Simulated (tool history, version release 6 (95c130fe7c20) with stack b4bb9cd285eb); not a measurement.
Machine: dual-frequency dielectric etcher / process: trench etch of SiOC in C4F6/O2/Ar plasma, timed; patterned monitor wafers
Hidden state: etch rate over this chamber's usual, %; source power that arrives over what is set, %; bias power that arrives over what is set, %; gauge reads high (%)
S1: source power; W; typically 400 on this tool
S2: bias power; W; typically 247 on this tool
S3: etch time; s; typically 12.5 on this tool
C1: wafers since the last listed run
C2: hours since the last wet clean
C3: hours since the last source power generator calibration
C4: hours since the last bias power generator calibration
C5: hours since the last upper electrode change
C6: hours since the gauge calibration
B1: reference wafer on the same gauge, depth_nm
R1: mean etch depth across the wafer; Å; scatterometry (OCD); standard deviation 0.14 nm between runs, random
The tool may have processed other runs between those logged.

run	hour	S1	S2	S3	C1	C2	C3	C4	C5	C6	B1	R1
1	0.0	400	293	9.5	0	268.9	1089.0	1634.7	3109.7	1063.4	34.89	246.1
2	120.1	400	293	9.5	2223	389.0	1209.1	1754.8	3229.8	1183.5	34.93	244.8
# hour 162.3: wet clean of the chamber
3	162.8	400	247	12.5	346	0.5	1251.8	1797.5	3272.5	1226.2	34.91	303.6
4	197.9	400	247	12.5	649	35.6	1286.9	1832.6	3307.6	1261.3	34.90	305.3
5	236.0	400	247	12.5	705	73.7	1325.0	1870.7	3345.7	1299.4	34.89	306.6
6	262.2	400	247	12.5	485	99.9	1351.2	1896.9	3371.9	1325.6	34.89	304.3
# hour 314.6: upper electrode replaced
7	315.1	400	279	12.5	535	152.8	1404.1	1949.8	0.5	1378.5	34.89	318.6
8	345.8	400	247	12.5	568	183.5	1434.8	1980.5	31.2	1409.2	34.90	304.9
9	379.9	400	247	12.5	631	217.6	1468.9	2014.6	65.3	1443.3	34.90	303.3
10	421.6	400	247	12.5	772	259.3	1510.6	2056.3	107.0	1485.0	34.92	303.3
# hour 483.9: gauge calibrated
11	489.2	400	247	12.5	1251	326.9	1578.2	2123.9	174.6	5.3	34.92	305.1
# hour 568.8: wet clean of the chamber
12	569.3	320	220	10.5	1038	0.5	1658.3	2204.0	254.7	85.4	34.91	212.0
13	665.1	470	206	12.5	1773	96.3	1754.1	2299.8	350.5	181.2	34.95	315.4
14	701.0	400	247	10.0	664	132.2	1790.0	2335.7	386.4	217.1	34.88	242.1
15	726.9	400	247	12.5	479	158.1	1815.9	2361.6	412.3	243.0	34.90	302.6
16	754.7	400	247	10.5	514	185.9	1843.7	2389.4	440.1	270.8	34.91	254.9
17	801.4	310	247	12.5	864	232.6	1890.4	2436.1	486.8	317.5	34.91	256.0
# hour 818.0: bias power generator calibrated
18	830.3	490	201	16.5	461	261.5	1919.3	12.3	515.7	346.4	34.89	422.2
# hour 968.9: wet clean of the chamber
19	1024.8	400	247	12.5	3157	55.9	2113.8	206.8	710.2	540.9	34.90	302.8
# hour 1077.5: source power generator calibrated
20	1096.3	440	270	12.5	1249	127.4	18.8	278.3	781.7	612.4	34.94	331.2
21	1129.1	480	247	12.5	607	160.2	51.6	311.1	814.5	645.2	34.90	337.2
22	1198.0	400	247	12.5	1275	229.1	120.5	380.0	883.4	714.1	34.93	306.2
23	1252.2	300	263	8.5	1003	283.3	174.7	434.2	937.6	768.3	34.91	175.3
24	1309.0	400	247	12.5	1051	340.1	231.5	491.0	994.4	825.1	34.92	306.8
25	1360.8	400	247	11.0	959	391.9	283.3	542.8	1046.2	876.9	34.86	270.0
# hour 1406.5: wet clean of the chamber
26	1499.9	400	194	12.5	2131	93.4	422.4	681.9	1185.3	1016.0	34.93	281.6
27	1554.6	400	207	12.5	1012	148.1	477.1	736.6	1240.0	1070.7	34.90	286.7
28	1605.4	440	289	9.5	940	198.9	527.9	787.4	1290.8	1121.5	34.89	258.5
29	1632.7	400	247	12.5	505	226.2	555.2	814.7	1318.1	1148.8	34.91	304.4
30	1680.9	490	247	12.5	892	274.4	603.4	862.9	1366.3	1197.0	34.89	345.4
31	1718.0	460	211	8.5	686	311.5	640.5	900.0	1403.4	1234.1	34.90	214.1

Each row is a separate what-if for the run after 31, all from the same tool condition, not one after another. Results?
A	1718.4	400	247	12.5	7	311.9	640.9	900.4	1403.8	1234.5	?	?
B	1718.4	460	306	12.5	7	311.9	640.9	900.4	1403.8	1234.5	?	?
C	1718.4	490	200	14.0	7	311.9	640.9	900.4	1403.8	1234.5	?	?

run	B1	R1
A	34.92	305.4
B	34.92	356.1
C	34.92	359.9
Stripped of hidden state, with their random variation kept, the same runs would have yielded:
run	R1
A	305.4
B	356.1
C	359.9
